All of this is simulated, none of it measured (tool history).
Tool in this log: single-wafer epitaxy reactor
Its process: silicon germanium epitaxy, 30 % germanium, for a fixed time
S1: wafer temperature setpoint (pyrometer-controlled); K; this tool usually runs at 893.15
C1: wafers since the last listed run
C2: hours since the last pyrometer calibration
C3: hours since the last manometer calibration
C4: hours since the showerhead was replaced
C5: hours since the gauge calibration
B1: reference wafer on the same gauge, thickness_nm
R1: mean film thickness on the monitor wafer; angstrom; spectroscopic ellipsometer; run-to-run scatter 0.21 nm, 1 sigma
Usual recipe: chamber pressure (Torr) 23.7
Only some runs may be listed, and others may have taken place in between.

{"run": 1, "hour": 0.0, "S1": 893.15, "chamber pressure (Torr)": 23.7, "C1": 0, "C2": 1272.4, "C3": 2355.7, "C4": 6529, "C5": 302.2, "B1": 88.388, "R1": 896.9}
{"run": 2, "hour": 10.4, "S1": 893.15, "chamber pressure (Torr)": 23.7, "C1": 184, "C2": 1282.8, "C3": 2366.1, "C4": 6539.4, "C5": 312.6, "B1": 88.346, "R1": 903.2}
{"run": 3, "hour": 22.4, "S1": 893.15, "chamber pressure (Torr)": 23.7, "C1": 212, "C2": 1294.8, "C3": 2378.1, "C4": 6551.4, "C5": 324.6, "B1": 88.347, "R1": 899.74}
{"run": 4, "hour": 38.6, "S1": 893.15, "chamber pressure (Torr)": 23.7, "C1": 287, "C2": 1311, "C3": 2394.3, "C4": 6567.6, "C5": 340.8, "B1": 88.368, "R1": 895.56}
{"run": 5, "hour": 45.5, "S1": 893.15, "chamber pressure (Torr)": 23.7, "C1": 122, "C2": 1317.9, "C3": 2401.2, "C4": 6574.5, "C5": 347.7, "B1": 88.368, "R1": 901.62}
{"run": 6, "hour": 55.7, "S1": 893.15, "chamber pressure (Torr)": 23.7, "C1": 180, "C2": 1328.1, "C3": 2411.4, "C4": 6584.7, "C5": 357.9, "B1": 88.38, "R1": 897.28}
{"run": 7, "hour": 72.7, "S1": 893.15, "chamber pressure (Torr)": 23.7, "C1": 301, "C2": 1345.1, "C3": 2428.4, "C4": 6601.7, "C5": 374.9, "B1": 88.448, "R1": 896.54}
{"run": 8, "hour": 80.3, "S1": 893.15, "chamber pressure (Torr)": 23.7, "C1": 134, "C2": 1352.7, "C3": 2436, "C4": 6609.3, "C5": 382.5, "B1": 88.418, "R1": 899.52}
{"run": 9, "hour": 92.7, "S1": 893.15, "chamber pressure (Torr)": 23.7, "C1": 219, "C2": 1365.1, "C3": 2448.4, "C4": 6621.7, "C5": 394.9, "B1": 88.383, "R1": 900.26}
{"run": 10, "hour": 137.2, "S1": 898.15, "chamber pressure (Torr)": 23.7, "C1": 789, "C2": 1409.6, "C3": 2492.9, "C4": 6666.2, "C5": 439.4, "B1": 88.413, "R1": 989.6}
{"run": 11, "hour": 149.8, "S1": 898.15, "chamber pressure (Torr)": 23.7, "C1": 223, "C2": 1422.2, "C3": 2505.5, "C4": 6678.8, "C5": 452, "B1": 88.374, "R1": 994.3}
{"run": 12, "hour": 170.4, "S1": 898.15, "chamber pressure (Torr)": 23.7, "C1": 365, "C2": 1442.8, "C3": 2526.1, "C4": 6699.4, "C5": 472.6, "B1": 88.413, "R1": 991.85}
{"run": 13, "hour": 183.8, "S1": 893.15, "chamber pressure (Torr)": 23.7, "C1": 237, "C2": 1456.2, "C3": 2539.5, "C4": 6712.8, "C5": 486, "B1": 88.434, "R1": 895.84}
{"run": 14, "hour": 192.7, "S1": 893.15, "chamber pressure (Torr)": 23.7, "C1": 157, "C2": 1465.1, "C3": 2548.4, "C4": 6721.7, "C5": 494.9, "B1": 88.386, "R1": 893.18}
{"run": 15, "hour": 209.0, "S1": 893.15, "chamber pressure (Torr)": 23.7, "C1": 289, "C2": 1481.4, "C3": 2564.7, "C4": 6738, "C5": 511.2, "B1": 88.363, "R1": 898.56}
{"run": 16, "hour": 225.7, "S1": 893.15, "chamber pressure (Torr)": 23.7, "C1": 296, "C2": 1498.1, "C3": 2581.4, "C4": 6754.7, "C5": 527.9, "B1": 88.373, "R1": 898.23}
{"hour": 231.9, "done": "gauge calibrated"}
{"run": 17, "hour": 271.1, "S1": 907.15, "chamber pressure (Torr)": 27.8, "C1": 805, "C2": 1543.5, "C3": 2626.8, "C4": 6800.1, "C5": 39.2, "B1": 88.36, "R1": 1295.67}
{"run": 18, "hour": 278.1, "S1": 898.15, "chamber pressure (Torr)": 23.7, "C1": 124, "C2": 1550.5, "C3": 2633.8, "C4": 6807.1, "C5": 46.2, "B1": 88.4, "R1": 991.46}
{"run": 19, "hour": 295.1, "S1": 893.15, "chamber pressure (Torr)": 23.7, "C1": 301, "C2": 1567.5, "C3": 2650.8, "C4": 6824.1, "C5": 63.2, "B1": 88.39, "R1": 899.64}
{"run": 20, "hour": 306.9, "S1": 901.15, "chamber pressure (Torr)": 28.3, "C1": 209, "C2": 1579.3, "C3": 2662.6, "C4": 6835.9, "C5": 75, "B1": 88.461, "R1": 1167.32}
{"hour": 319.6, "done": "capacitance manometer re-zeroed and calibrated"}
{"run": 21, "hour": 324.7, "S1": 893.15, "chamber pressure (Torr)": 23.7, "C1": 173, "C2": 1597.1, "C3": 5.1, "C4": 6853.7, "C5": 92.8, "B1": 88.387, "R1": 899.37}
{"run": 22, "hour": 348.0, "S1": 881.15, "chamber pressure (Torr)": 29.1, "C1": 413, "C2": 1620.4, "C3": 28.4, "C4": 6877, "C5": 116.1, "B1": 88.397, "R1": 794.58}
{"run": 23, "hour": 362.4, "S1": 893.15, "chamber pressure (Torr)": 23.7, "C1": 255, "C2": 1634.8, "C3": 42.8, "C4": 6891.4, "C5": 130.5, "B1": 88.394, "R1": 896.11}
{"hour": 376.2, "done": "pyrometer calibrated"}
{"hour": 379.1, "done": "showerhead replaced"}
{"run": 24, "hour": 379.6, "S1": 884.15, "chamber pressure (Torr)": 23.7, "C1": 111, "C2": 3.4, "C3": 60, "C4": 0.5, "C5": 147.7, "B1": 88.433, "R1": 747.43}
{"run": 25, "hour": 384.3, "S1": 902.15, "chamber pressure (Torr)": 20.9, "C1": 83, "C2": 8.1, "C3": 64.7, "C4": 5.2, "C5": 152.4, "B1": 88.413, "R1": 990.61}
{"run": 26, "hour": 402.2, "S1": 905.15, "chamber pressure (Torr)": 26, "C1": 317, "C2": 26, "C3": 82.6, "C4": 23.1, "C5": 170.3, "B1": 88.423, "R1": 1201.16}
{"run": 27, "hour": 449.4, "S1": 893.15, "chamber pressure (Torr)": 23.7, "C1": 837, "C2": 73.2, "C3": 129.8, "C4": 70.3, "C5": 217.5, "B1": 88.392, "R1": 897.85}
{"run": 28, "hour": 460.5, "S1": 901.15, "chamber pressure (Torr)": 23.7, "C1": 196, "C2": 84.3, "C3": 140.9, "C4": 81.4, "C5": 228.6, "B1": 88.411, "R1": 1053.18}
{"run": 29, "hour": 471.3, "S1": 893.15, "chamber pressure (Torr)": 23.7, "C1": 191, "C2": 95.1, "C3": 151.7, "C4": 92.2, "C5": 239.4, "B1": 88.432, "R1": 895.73}
{"run": 30, "hour": 486.8, "S1": 893.15, "chamber pressure (Torr)": 23.7, "C1": 274, "C2": 110.6, "C3": 167.2, "C4": 107.7, "C5": 254.9, "B1": 88.436, "R1": 897.45}
{"run": 31, "hour": 498.4, "S1": 906.15, "chamber pressure (Torr)": 20.3, "C1": 205, "C2": 122.2, "C3": 178.8, "C4": 119.3, "C5": 266.5, "B1": 88.414, "R1": 1046.45}
{"run": 32, "hour": 511.4, "S1": 904.15, "chamber pressure (Torr)": 26.4, "C1": 230, "C2": 135.2, "C3": 191.8, "C4": 132.3, "C5": 279.5, "B1": 88.389, "R1": 1187.14}

Run 33, settings as shown, results not yet in. Your forecast:
{"run": 33, "hour": 527.1, "S1": 880.15, "chamber pressure (Torr)": 27.6, "C1": 278, "C2": 150.9, "C3": 207.5, "C4": 148, "C5": 295.2, "B1": "?", "R1": "?"}

Run 33 measured B1 88.409, R1 755.83 angstrom.
Without the tool's hidden state the same run would have given R1 755.83 angstrom.

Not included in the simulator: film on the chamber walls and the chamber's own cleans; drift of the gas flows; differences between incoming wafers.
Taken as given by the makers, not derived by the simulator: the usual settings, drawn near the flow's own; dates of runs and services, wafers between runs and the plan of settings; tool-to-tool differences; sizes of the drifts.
